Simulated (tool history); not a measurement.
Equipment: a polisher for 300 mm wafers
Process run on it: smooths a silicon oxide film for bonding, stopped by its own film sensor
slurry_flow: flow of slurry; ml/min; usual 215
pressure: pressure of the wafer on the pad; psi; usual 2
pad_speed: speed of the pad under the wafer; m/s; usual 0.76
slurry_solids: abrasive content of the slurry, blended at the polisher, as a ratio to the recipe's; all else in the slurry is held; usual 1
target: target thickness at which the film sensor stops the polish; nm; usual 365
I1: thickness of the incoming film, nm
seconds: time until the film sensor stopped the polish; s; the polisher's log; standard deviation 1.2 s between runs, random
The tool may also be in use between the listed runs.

run 1 hour=0 | slurry_flow=215 pressure=2 pad_speed=0.76 slurry_solids=1 target=365 | I1=424.8 | seconds=81.2
-- hour=79.6 worn pad replaced by a new one
run 2 hour=96.8 | slurry_flow=215 pressure=2 pad_speed=0.76 slurry_solids=1 target=365 | I1=419.2 | seconds=72.2
run 3 hour=199.3 | slurry_flow=215 pressure=2 pad_speed=0.76 slurry_solids=1 target=365 | I1=415.6 | seconds=65.1
-- hour=306.6 slurry nozzle cleaned
-- hour=351.6 head pressure recalibrated
-- hour=390.8 slurry blender recalibrated
run 4 hour=459.4 | slurry_flow=215 pressure=2 pad_speed=0.76 slurry_solids=1 target=365 | I1=416.9 | seconds=72
run 5 hour=550.6 | slurry_flow=215 pressure=2 pad_speed=0.76 slurry_solids=1 target=365 | I1=417.6 | seconds=74.5
run 6 hour=607.7 | slurry_flow=215 pressure=2 pad_speed=0.76 slurry_solids=1 target=365 | I1=414.9 | seconds=68.4
run 7 hour=709 | slurry_flow=215 pressure=2 pad_speed=0.76 slurry_solids=1 target=365 | I1=429.1 | seconds=89.8
-- hour=761.7 worn pad replaced by a new one
run 8 hour=766.6 | slurry_flow=215 pressure=2 pad_speed=0.76 slurry_solids=1 target=365 | I1=416.3 | seconds=70.9
run 9 hour=845 | slurry_flow=140 pressure=1.5 pad_speed=0.88 slurry_solids=1 target=365 | I1=417.8 | seconds=90.7
run 10 hour=899 | slurry_flow=215 pressure=2 pad_speed=0.76 slurry_solids=1 target=377 | I1=418.4 | seconds=56.8
run 11 hour=987.9 | slurry_flow=215 pressure=2 pad_speed=0.76 slurry_solids=0.75 target=365 | I1=417 | seconds=78.1
-- hour=1099.4 slurry nozzle cleaned
-- hour=1144.8 slurry blender recalibrated
run 12 hour=1157.5 | slurry_flow=270 pressure=2.5 pad_speed=0.76 slurry_solids=1 target=365 | I1=414.1 | seconds=48.9
run 13 hour=1224 | slurry_flow=215 pressure=2.7 pad_speed=0.76 slurry_solids=0.8 target=380 | I1=422.3 | seconds=44.9
run 14 hour=1271.3 | slurry_flow=215 pressure=2 pad_speed=0.76 slurry_solids=1 target=365 | I1=414.9 | seconds=65.1
-- hour=1300.5 head pressure recalibrated
run 15 hour=1369.1 | slurry_flow=155 pressure=2 pad_speed=0.88 slurry_solids=1 target=365 | I1=418.1 | seconds=70
run 16 hour=1422.9 | slurry_flow=215 pressure=2 pad_speed=0.64 slurry_solids=0.9 target=365 | I1=414.4 | seconds=82.6
-- hour=1476 worn pad replaced by a new one
run 17 hour=1488.6 | slurry_flow=215 pressure=1.7 pad_speed=0.76 slurry_solids=1 target=358 | I1=420.4 | seconds=102.9
run 18 hour=1557 | slurry_flow=215 pressure=1.8 pad_speed=0.76 slurry_solids=1 target=348 | I1=414.7 | seconds=101.3
run 19 hour=1646.2 | slurry_flow=215 pressure=2 pad_speed=0.76 slurry_solids=1 target=365 | I1=416.4 | seconds=69.5
run 20 hour=1692.2 | slurry_flow=215 pressure=2 pad_speed=0.76 slurry_solids=1 target=365 | I1=415.7 | seconds=69.1
run 21 hour=1767.7 | slurry_flow=265 pressure=2.7 pad_speed=0.6 slurry_solids=1 target=365 | I1=413.7 | seconds=57.3
run 22 hour=1813 | slurry_flow=215 pressure=2 pad_speed=0.76 slurry_solids=1 target=365 | I1=423 | seconds=78.4
run 23 hour=1877.4 | slurry_flow=215 pressure=2.7 pad_speed=0.76 slurry_solids=0.8 target=380 | I1=419.7 | seconds=41.7
-- hour=1885.7 slurry nozzle cleaned
-- hour=1921.6 slurry blender recalibrated
run 24 hour=1944.8 | slurry_flow=215 pressure=2 pad_speed=0.76 slurry_solids=1 target=365 | I1=416.3 | seconds=66.4
run 25 hour=2018 | slurry_flow=215 pressure=2 pad_speed=0.76 slurry_solids=1 target=365 | I1=418.6 | seconds=68
run 26 hour=2083.7 | slurry_flow=215 pressure=2 pad_speed=0.76 slurry_solids=1 target=365 | I1=421.4 | seconds=73.1
run 27 hour=2170.2 | slurry_flow=155 pressure=1.5 pad_speed=0.66 slurry_solids=1.1 target=365 | I1=421.6 | seconds=107.5
-- hour=2199.2 worn pad replaced by a new one
run 28 hour=2229.9 | slurry_flow=280 pressure=2 pad_speed=0.76 slurry_solids=1 target=383 | I1=419.7 | seconds=44.2
run 29 hour=2325.7 | slurry_flow=215 pressure=1.3 pad_speed=0.76 slurry_solids=1 target=365 | I1=425.3 | seconds=113.3

Some steps in seconds between neighbouring runs. How much of each would the tool show without its hidden state too (settings, what came in, random variation), and how much is left for the hidden state, with any gauge scatter that isn't in both results?
Hidden state present: removal rate lost through wear of the pad, %; slurry flow missing at the pad, %; deviation of the head's pressure from its setpoint, %; abrasive missing from the slurry, %.
Run 27 -> 28: slurry_flow 155 -> 280, pressure 1.5 -> 2, pad_speed 0.66 -> 0.76, slurry_solids 1.1 -> 1, target 365 -> 383, worn pad replaced by a new one. seconds -63.3 s: hidden state +7.3, all else -70.6.
Run 28 -> 29: slurry_flow 280 -> 215, pressure 2 -> 1.3, target 383 -> 365. seconds +69.1 s: hidden state -12.7, all else +81.8.

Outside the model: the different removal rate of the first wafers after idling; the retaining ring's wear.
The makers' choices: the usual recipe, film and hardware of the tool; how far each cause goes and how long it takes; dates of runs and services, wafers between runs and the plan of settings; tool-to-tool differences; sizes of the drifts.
